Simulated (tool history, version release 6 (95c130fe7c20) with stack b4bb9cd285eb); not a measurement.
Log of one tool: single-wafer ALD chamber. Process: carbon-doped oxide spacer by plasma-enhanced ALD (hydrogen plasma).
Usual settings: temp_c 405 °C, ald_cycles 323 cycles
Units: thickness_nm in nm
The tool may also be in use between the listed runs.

| run | hour | temp_c | ald_cycles | read-back reference wafer on the same gauge, thickness_nm | thickness_nm |
|---|---|---|---|---|---|
| 1 | 0.0 | 405 | 323 | 13.198 | 15.789 |
| 2 | 10.9 | 405 | 323 | 13.192 | 15.763 |
| 3 | 18.1 | 405 | 323 | 13.204 | 15.692 |
| 4 | 30.8 | 405 | 323 | 13.204 | 15.771 |
| 5 | 44.4 | 405 | 323 | 13.192 | 15.734 |
| 6 | 59.7 | 405 | 323 | 13.202 | 15.773 |
| 7 | 76.7 | 405 | 354 | 13.201 | 17.225 |
| 8 | 88.4 | 405 | 354 | 13.204 | 17.283 |
| 9 | 115.8 | 405 | 323 | 13.205 | 15.716 |
| 10 | 124.3 | 405 | 323 | 13.209 | 15.777 |
|  | 144.4 | thermocouple changed; heater temperature recalibrated |
| 11 | 144.9 | 405 | 323 | 13.196 | 15.671 |
| 12 | 145.7 | 405 | 323 | 13.206 | 15.666 |
| 13 | 159.0 | 405 | 323 | 13.196 | 15.735 |
| 14 | 172.0 | 405 | 323 | 13.196 | 15.700 |
|  | 176.4 | gauge calibrated |
| 15 | 179.6 | 405 | 323 | 13.204 | 15.771 |
| 16 | 188.0 | 405 | 370 | 13.197 | 17.996 |
| 17 | 204.3 | 415 | 349 | 13.204 | 16.476 |
| 18 | 220.0 | 405 | 323 | 13.190 | 15.786 |
| 19 | 235.3 | 417 | 262 | 13.188 | 12.317 |
| 20 | 248.2 | 405 | 323 | 13.209 | 15.720 |
| 21 | 258.4 | 405 | 292 | 13.202 | 14.183 |
| 22 | 265.7 | 419 | 375 | 13.204 | 17.491 |
| 23 | 279.2 | 405 | 323 | 13.195 | 15.797 |
| 24 | 287.3 | 405 | 323 | 13.190 | 15.770 |
| 25 | 302.0 | 419 | 373 | 13.207 | 17.383 |
| 26 | 316.2 | 405 | 323 | 13.194 | 15.744 |
| 27 | 322.8 | 415 | 273 | 13.197 | 12.907 |
| 28 | 336.9 | 405 | 323 | 13.186 | 15.742 |
| 29 | 352.4 | 391 | 375 | 13.195 | 18.471 |
| 30 | 360.6 | 414 | 354 | 13.208 | 16.730 |
| 31 | 376.5 | 398 | 364 | 13.200 | 18.053 |
|  | 412.2 | gauge calibrated |
| 32 | 422.6 | 391 | 323 | 13.202 | 16.019 |

5 ways to go on from here, each from the tool as it stands after run 32. What would each give?
| A | 423.5 | 405 | 267 | ? | ? |
| B | 423.5 | 418 | 372 | ? | ? |
| C | 423.5 | 417 | 343 | ? | ? |
| D | 423.5 | 398 | 323 | ? | ? |
| E | 423.5 | 415 | 276 | ? | ? |

| run | read-back reference wafer on the same gauge, thickness_nm | thickness_nm |
|---|---|---|
| A | 13.205 | 13.020 |
| B | 13.205 | 17.456 |
| C | 13.205 | 16.144 |
| D | 13.205 | 15.991 |
| E | 13.205 | 13.068 |
Without the tool's hidden state the same runs would have given:
| run | thickness_nm |
|---|---|
| A | 13.020 |
| B | 17.456 |
| C | 16.144 |
| D | 15.991 |
| E | 13.068 |

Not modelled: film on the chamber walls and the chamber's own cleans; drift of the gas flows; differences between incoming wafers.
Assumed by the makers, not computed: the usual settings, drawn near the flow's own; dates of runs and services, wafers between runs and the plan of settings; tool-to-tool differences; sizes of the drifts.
